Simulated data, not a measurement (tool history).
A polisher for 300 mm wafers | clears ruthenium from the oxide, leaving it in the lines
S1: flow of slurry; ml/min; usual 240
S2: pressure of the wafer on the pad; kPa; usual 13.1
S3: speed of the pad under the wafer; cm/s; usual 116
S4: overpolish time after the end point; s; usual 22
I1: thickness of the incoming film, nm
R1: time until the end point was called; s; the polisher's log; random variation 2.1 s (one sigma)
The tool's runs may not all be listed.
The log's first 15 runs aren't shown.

run   hour   S1    S2   S3  S4     I1     R1
 16  219.8  300  13.1  116  22  189.2    156
 17  237.2  240   8.3  116  22  183.8  250.7
 18  251.2  280  13.1  136  16    186    132
 19  265.3  320  17.9  104  28  183.5  118.7
 20  301.2  165   8.3  150  31  186.5  213.5
 21  307.6  240  17.2  116  22  183.6  118.3
     316.8  -- worn pad replaced by a new one
 22  317.6  240  13.1   86  12  187.3  213.5
 23  334.6  240  13.1  116  22  184.4  160.9
 24  367.5  240  13.1   94  14    184  198.7
 25  385.2  180  13.1  116  22  184.2  168.9
 26  391.3  240  16.5  116  22  185.3  128.7
 27  401.7  190  13.1  136  16  186.2  149.1
 28  415.3  240  13.1  116  22  188.1  168.1
 29  429.7  240  13.1  116  22  183.4    158
 30  446.1  240  13.1  152  22  181.4  123.9
 31  459.4  240  13.1  148  26  187.4  133.8
 32  467.4  155   9.7   82  17  181.9  330.7
 33  507.2  240  15.9  102  11  185.1  158.3
 34  524.7  240  13.1  116  22  187.1  167.1
     537.6  -- worn pad replaced by a new one
 35  540.1  240    11   88  28  184.2  249.4
 36  549.8  240  13.1  142  22  187.1  140.2

Forecast each of these 5 alternatives for the next run:
  A  550.3  185  13.1  116  22  187.8   ?
  B  550.3  240  17.9  130  22  187.8   ?
  C  550.3  285    11  116  22  187.8   ?
  D  550.3  195  10.3  116  22  187.8   ?
  E  550.3  240  13.1  154  22  187.8   ?

run     R1
  A  177.3
  B  111.4
  C  196.4
  D  222.4
  E    130
Without the tool's hidden state the same runs would have given:
run     R1
  A    155
  B   98.9
  C  175.8
  D  195.1
  E  115.4
